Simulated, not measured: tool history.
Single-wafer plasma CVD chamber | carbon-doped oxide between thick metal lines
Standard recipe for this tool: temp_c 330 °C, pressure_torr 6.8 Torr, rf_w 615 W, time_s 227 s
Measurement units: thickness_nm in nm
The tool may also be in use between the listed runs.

run	hour	temp_c	pressure_torr	rf_w	time_s	read-back reference wafer on the same gauge, thickness_nm	thickness_nm
1	0	330	6.8	615	227	1393.062	1378.534
2	74.4	337	6.8	615	227	1395.597	1350.088
3	142.8	337	6.8	615	227	1396.535	1355.875
4	182	330	5.64	540	227	1396.517	1273.855
5	244.1	330	5.64	540	227	1397.674	1268.787
6	287.5	330	5.64	540	227	1398.801	1269.837
7	499.2	330	6.8	615	227	1401.356	1382.347
8	581	330	6.8	615	227	1401.924	1386.871
# hour 629.7: thermocouple changed; heater temperature recalibrated
9	642.2	330	6.8	615	227	1403.629	1387.92
# hour 687.1: RF generator calibrated
10	707	330	6.8	615	227	1404.599	1382.98
# hour 752.7: capacitance manometer re-zeroed and calibrated
11	795.1	330	6.8	615	227	1405.715	1383.836
12	892.6	340	6.8	615	227	1407.956	1350.455
13	946.1	330	6.8	615	227	1408.076	1384.687
14	1221.8	330	5.59	560	261	1411.628	1498.959
15	1305.4	336	6.8	615	204	1412.942	1235.324
16	1355.5	330	6.8	615	243	1413.725	1492.898
17	1401.9	330	6.8	615	227	1414.665	1392.869
18	1459.3	330	6.8	615	270	1416.054	1655.942
# hour 1534.3: gauge calibrated
# hour 1613.3: showerhead replaced
# hour 1635.7: thermocouple changed; heater temperature recalibrated
19	1674.4	330	6.8	650	227	1378.148	1396.812
# hour 1716.8: RF generator calibrated
20	1748.1	330	6.8	615	227	1380.417	1360.301
21	1796.8	323	6.25	510	227	1382.316	1256.22
22	1842.1	323	7.28	615	203	1381.317	1250.375
23	1932.8	330	6.8	615	190	1384.324	1138.094
24	2210.4	330	7.9	615	227	1388.077	1377.363
25	2427.8	330	6.8	615	227	1390.509	1366.99

What if the next run were any one of these 3? Each begins from the tool's condition after run 25:
A	2428.3	330	6.8	615	204	?	?
B	2428.3	330	6.8	520	211	?	?
C	2428.3	325	6.8	690	227	?	?

run	read-back reference wafer on the same gauge, thickness_nm	thickness_nm
A	1391.365	1236.539
B	1391.365	1172.018
C	1391.365	1481.5
Stripped of hidden state, with their random variation kept, the same runs would have yielded:
run	thickness_nm
A	1227.331
B	1163.291
C	1470.468

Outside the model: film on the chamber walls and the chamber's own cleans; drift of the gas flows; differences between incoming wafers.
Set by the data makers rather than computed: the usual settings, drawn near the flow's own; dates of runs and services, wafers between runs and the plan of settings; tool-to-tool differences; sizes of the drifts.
